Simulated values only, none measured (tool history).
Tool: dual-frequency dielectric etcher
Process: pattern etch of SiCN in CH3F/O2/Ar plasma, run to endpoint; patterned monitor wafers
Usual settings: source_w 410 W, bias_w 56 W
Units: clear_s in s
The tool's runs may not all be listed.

run,hour,source_w,bias_w,"incoming incoming film thickness, nm",clear_s
1,0.0,450,56,9.95,25.8
2,70.5,450,56,9.81,26.1
3,115.5,450,56,9.76,26.0
4,154.9,410,51,9.86,28.0
5,191.2,410,51,9.93,28.7
6,291.9,410,51,9.92,28.5
7,364.6,410,56,9.95,28.6
# hour 399.1: wet clean of the chamber
8,428.2,410,56,9.94,27.7
# hour 442.1: bias power generator calibrated
9,517.9,310,43,9.92,34.2
10,569.2,310,52,9.85,33.1
# hour 634.4: source power generator calibrated
# hour 643.4: upper electrode replaced
11,643.9,410,66,9.91,27.0
12,703.5,450,60,9.85,26.4
# hour 804.9: wet clean of the chamber
13,809.3,410,51,9.89,27.7
14,854.4,310,43,9.95,34.4
15,917.4,340,46,9.76,31.4
16,1091.6,330,56,9.93,31.8

Forecast each of these 5 alternatives for the next run:
A,1092.0,410,56,9.88,?
B,1092.0,440,52,9.88,?
C,1092.0,350,56,9.88,?
D,1092.0,410,50,9.88,?
E,1092.0,450,68,9.88,?

run,clear_s
A,27.6
B,27.1
C,30.1
D,28.4
E,24.9
Without the tool's hidden state the same runs would have given:
run,clear_s
A,26.7
B,26.2
C,29.1
D,27.5
E,24.1
